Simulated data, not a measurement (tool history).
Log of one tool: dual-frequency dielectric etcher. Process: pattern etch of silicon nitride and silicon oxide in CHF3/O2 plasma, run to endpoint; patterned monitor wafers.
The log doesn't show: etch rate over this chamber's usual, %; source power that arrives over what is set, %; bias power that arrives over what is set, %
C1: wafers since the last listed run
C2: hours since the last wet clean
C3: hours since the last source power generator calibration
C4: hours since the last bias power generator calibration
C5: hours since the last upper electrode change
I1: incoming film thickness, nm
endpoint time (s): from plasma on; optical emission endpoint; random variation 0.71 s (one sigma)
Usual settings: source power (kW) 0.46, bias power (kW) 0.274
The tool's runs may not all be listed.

Run 1, hour 0: usual settings; C1 0; C2 197; C3 1731.1; C4 1399.3; C5 172.1; I1 309.7. Result: endpoint time (s) 184.3.
Run 2, hour 41.3: usual settings; C1 351; C2 238.3; C3 1772.4; C4 1440.6; C5 213.4; I1 309.4. Result: endpoint time (s) 184.3.
Run 3, hour 142.1: usual settings; C1 857; C2 339.1; C3 1873.2; C4 1541.4; C5 314.2; I1 309.2. Result: endpoint time (s) 183.9.
Run 4, hour 201.6: usual settings but bias power (kW) 0.322; C1 505; C2 398.6; C3 1932.7; C4 1600.9; C5 373.7; I1 307.2. Result: endpoint time (s) 173.3.
Run 5, hour 287.7: usual settings but bias power (kW) 0.322; C1 732; C2 484.7; C3 2018.8; C4 1687; C5 459.8; I1 308.9. Result: endpoint time (s) 175.6.
At hour 366: wet clean of the chamber.
Run 6, hour 369.7: usual settings but bias power (kW) 0.322; C1 493; C2 3.7; C3 2100.8; C4 1769; C5 541.8; I1 309. Result: endpoint time (s) 172.8.
Run 7, hour 415.9: usual settings; C1 392; C2 49.9; C3 2147; C4 1815.2; C5 588; I1 303.5. Result: endpoint time (s) 178.4.
Run 8, hour 484.4: usual settings; C1 582; C2 118.4; C3 2215.5; C4 1883.7; C5 656.5; I1 307.5. Result: endpoint time (s) 181.7.
Run 9, hour 562.6: usual settings; C1 664; C2 196.6; C3 2293.7; C4 1961.9; C5 734.7; I1 308.2. Result: endpoint time (s) 184.9.
Run 10, hour 734.6: usual settings; C1 1462; C2 368.6; C3 2465.7; C4 2133.9; C5 906.7; I1 312.6. Result: endpoint time (s) 186.2.
Run 11, hour 834.9: usual settings; C1 852; C2 468.9; C3 2566; C4 2234.2; C5 1007; I1 314. Result: endpoint time (s) 187.5.
At hour 894: wet clean of the chamber.
Run 12, hour 901.9: usual settings but source power (kW) 0.51, bias power (kW) 0.288; C1 365; C2 7.9; C3 2633; C4 2301.2; C5 1074; I1 307.6. Result: endpoint time (s) 170.5.
Run 13, hour 948.5: usual settings but source power (kW) 0.51, bias power (kW) 0.288; C1 396; C2 54.5; C3 2679.6; C4 2347.8; C5 1120.6; I1 306.5. Result: endpoint time (s) 168.3.
Run 14, hour 1033.9: usual settings; C1 726; C2 139.9; C3 2765; C4 2433.2; C5 1206; I1 308.5. Result: endpoint time (s) 183.1.
Run 15, hour 1110.8: usual settings but source power (kW) 0.5, bias power (kW) 0.24; C1 653; C2 216.8; C3 2841.9; C4 2510.1; C5 1282.9; I1 309.6. Result: endpoint time (s) 183.7.
Run 16, hour 1149.6: usual settings but source power (kW) 0.39, bias power (kW) 0.334; C1 329; C2 255.6; C3 2880.7; C4 2548.9; C5 1321.7; I1 308.2. Result: endpoint time (s) 193.8.
Run 17, hour 1238.8: usual settings but source power (kW) 0.34; C1 758; C2 344.8; C3 2969.9; C4 2638.1; C5 1410.9; I1 309.4. Result: endpoint time (s) 228.7.
Run 18, hour 1306.3: usual settings but source power (kW) 0.4; C1 574; C2 412.3; C3 3037.4; C4 2705.6; C5 1478.4; I1 308.3. Result: endpoint time (s) 203.3.
At hour 1401.6: wet clean of the chamber.
Run 19, hour 1466: usual settings but source power (kW) 0.52, bias power (kW) 0.234; C1 1153; C2 64.4; C3 3197.1; C4 2865.3; C5 1638.1; I1 308.7. Result: endpoint time (s) 180.9.
At hour 1510.9: bias power generator calibrated.
At hour 1554.7: source power generator calibrated.
Run 20, hour 1567.8: usual settings but bias power (kW) 0.321; C1 797; C2 166.2; C3 13.1; C4 56.9; C5 1739.9; I1 309.8. Result: endpoint time (s) 173.3.
At hour 1615.3: upper electrode replaced.
Run 21, hour 1666.8: usual settings; C1 637; C2 265.2; C3 112.1; C4 155.9; C5 51.5; I1 313.9. Result: endpoint time (s) 185.2.
Run 22, hour 1769.1: usual settings but source power (kW) 0.49, bias power (kW) 0.304; C1 869; C2 367.5; C3 214.4; C4 258.2; C5 153.8; I1 310.5. Result: endpoint time (s) 172.6.
Run 23, hour 1822.5: usual settings; C1 454; C2 420.9; C3 267.8; C4 311.6; C5 207.2; I1 308. Result: endpoint time (s) 183.8.
Run 24, hour 1873.6: usual settings but source power (kW) 0.5, bias power (kW) 0.31; C1 434; C2 472; C3 318.9; C4 362.7; C5 258.3; I1 310.6. Result: endpoint time (s) 171.
At hour 1968.9: wet clean of the chamber.
Run 25, hour 1969.4: usual settings; C1 610; C2 0.5; C3 414.7; C4 458.5; C5 354.1; I1 308. Result: endpoint time (s) 181.6.
Run 26, hour 2016.8: usual settings but source power (kW) 0.55, bias power (kW) 0.227; C1 403; C2 47.9; C3 462.1; C4 505.9; C5 401.5; I1 307.2. Result: endpoint time (s) 172.5.
Run 27, hour 2334.1: usual settings but source power (kW) 0.35, bias power (kW) 0.315; C1 2698; C2 365.2; C3 779.4; C4 823.2; C5 718.8; I1 306.3. Result: endpoint time (s) 207.8.
Run 28, hour 2419.7: usual settings; C1 727; C2 450.8; C3 865; C4 908.8; C5 804.4; I1 310.3. Result: endpoint time (s) 185.2.
At hour 2457.6: wet clean of the chamber.
Run 29, hour 2499.8: usual settings but source power (kW) 0.39, bias power (kW) 0.334; C1 477; C2 42.2; C3 945.1; C4 988.9; C5 884.5; I1 309.8. Result: endpoint time (s) 189.

How the hidden state differs across the entries between the runs, from the last listed run before each to the first after it:
Between runs 5 and 6: wet clean of the chamber (hour 366)
  etch rate over this chamber's usual, %: -1.73 -> 0.0238; bias power that arrives over what is set, %: -2.25 -> -2.39
  measured less the result without the state, endpoint time (s): +4.3 -> +1.3
Between runs 11 and 12: wet clean of the chamber (hour 894)
  etch rate over this chamber's usual, %: -1.75 -> -0.33; bias power that arrives over what is set, %: -3.32 -> -3.47
  measured less the result without the state, endpoint time (s): +5.2 -> +2.5
Between runs 18 and 19: wet clean of the chamber (hour 1401.6)
  etch rate over this chamber's usual, %: -1.87 -> -0.26; bias power that arrives over what is set, %: -4.47 -> -4.91
  measured less the result without the state, endpoint time (s): +6.7 -> +3.2
Between runs 19 and 20: bias power generator calibrated (hour 1510.9); source power generator calibrated (hour 1554.7)
  etch rate over this chamber's usual, %: -0.26 -> -0.648; bias power that arrives over what is set, %: -4.91 -> -0.72
  measured less the result without the state, endpoint time (s): +3.2 -> +1.5
Between runs 20 and 21: upper electrode replaced (hour 1615.3)
  etch rate over this chamber's usual, %: -0.648 -> -1.03; bias power that arrives over what is set, %: -0.72 -> -0.73
  measured less the result without the state, endpoint time (s): +1.5 -> +2.3
Between runs 24 and 25: wet clean of the chamber (hour 1968.9)
  etch rate over this chamber's usual, %: -1.81 -> -0.298; bias power that arrives over what is set, %: -0.783 -> -0.822
  measured less the result without the state, endpoint time (s): +3.5 -> +1
Between runs 28 and 29: wet clean of the chamber (hour 2457.6)
  etch rate over this chamber's usual, %: -2.01 -> -0.164; bias power that arrives over what is set, %: -1.13 -> -1.2
  measured less the result without the state, endpoint time (s): +4.4 -> +1
